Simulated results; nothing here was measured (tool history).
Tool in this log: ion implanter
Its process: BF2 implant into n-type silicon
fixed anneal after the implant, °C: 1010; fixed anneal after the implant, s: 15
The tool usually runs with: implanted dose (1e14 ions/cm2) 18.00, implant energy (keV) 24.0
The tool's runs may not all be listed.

run	hour	implanted dose (1e14 ions/cm2)	implant energy (keV)	wafers since the last listed run	hours since the last dose calibration	hours since the extraction supply was calibrated	hours since the gauge calibration	read-back reference wafer on the same gauge, sheet resistance	sheet resistance of the implanted and annealed layer (ohm/square)
1	0.0	13.89	28.0	0	1497.6	211.1	696.2	124.90	147.11
# hour 15.1: Faraday cup replaced and dose calibrated
2	39.0	13.89	28.0	605	23.9	250.1	735.2	124.91	147.14
3	79.9	21.15	24.0	799	64.8	291.0	776.1	125.02	150.85
4	158.3	21.39	18.5	1532	143.2	369.4	854.5	125.12	169.23
5	423.5	18.00	26.0	5184	408.4	634.6	1119.7	125.00	146.27
6	707.8	18.00	26.0	5557	692.7	918.9	1404.0	125.05	146.36
7	777.3	20.44	24.0	1358	762.2	988.4	1473.5	125.06	150.02
8	939.9	18.00	24.0	3178	924.8	1151.0	1636.1	125.06	151.40
9	1038.7	18.00	24.0	1931	1023.6	1249.8	1734.9	125.14	150.60
10	1133.2	18.00	28.5	1847	1118.1	1344.3	1829.4	124.95	139.18
11	1208.5	18.00	24.0	1471	1193.4	1419.6	1904.7	124.91	151.19
12	1259.5	18.00	24.0	996	1244.4	1470.6	1955.7	124.88	150.67
13	1296.0	18.00	24.0	713	1280.9	1507.1	1992.2	124.93	149.93
14	1354.4	18.00	24.0	1141	1339.3	1565.5	2050.6	124.98	150.95
15	1423.3	18.00	26.5	1346	1408.2	1634.4	2119.5	125.01	143.72
# hour 1438.9: Faraday cup replaced and dose calibrated
16	1488.4	14.76	26.0	1116	49.5	1699.5	2184.6	125.17	148.29
# hour 1498.6: gauge calibrated
17	1555.5	19.49	29.0	1311	116.6	1766.6	56.9	125.09	137.10
18	1626.2	18.00	24.0	1382	187.3	1837.3	127.6	125.02	150.00
# hour 1643.6: extraction supply calibrated
19	1715.9	12.62	21.0	1597	277.0	72.3	217.3	124.98	172.29
20	1793.0	12.60	20.0	1507	354.1	149.4	294.4	125.00	175.63
21	1834.0	18.00	24.0	801	395.1	190.4	335.4	125.08	152.68
22	1900.1	20.91	30.5	1292	461.2	256.5	401.5	124.89	132.55
23	1989.7	18.00	20.5	1751	550.8	346.1	491.1	124.88	162.74
24	2063.6	14.20	17.0	1444	624.7	420.0	565.0	125.13	184.16
25	2128.3	18.00	24.0	1264	689.4	484.7	629.7	125.11	151.71
26	2186.6	18.00	18.5	1139	747.7	543.0	688.0	125.02	170.39
27	2232.7	15.97	31.0	901	793.8	589.1	734.1	125.19	135.53
28	2305.8	15.97	31.0	1428	866.9	662.2	807.2	125.01	133.87
29	2380.2	15.90	32.0	1454	941.3	736.6	881.6	125.06	132.62

Here are 4 independent what-if runs from the current tool condition. What would each one return?
A	2380.6	18.00	24.0	7	941.7	737.0	882.0	?	?
B	2380.6	13.85	26.5	7	941.7	737.0	882.0	?	?
C	2380.6	19.98	30.5	7	941.7	737.0	882.0	?	?
D	2380.6	21.25	20.5	7	941.7	737.0	882.0	?	?

run	read-back reference wafer on the same gauge, sheet resistance	sheet resistance of the implanted and annealed layer (ohm/square)
A	124.95	151.19
B	124.95	149.79
C	124.95	132.65
D	124.95	160.72
The same runs, with their run-to-run variation unchanged, on a tool lacking any hidden condition would have given:
run	sheet resistance of the implanted and annealed layer (ohm/square)
A	153.49
B	152.02
C	134.76
D	163.03
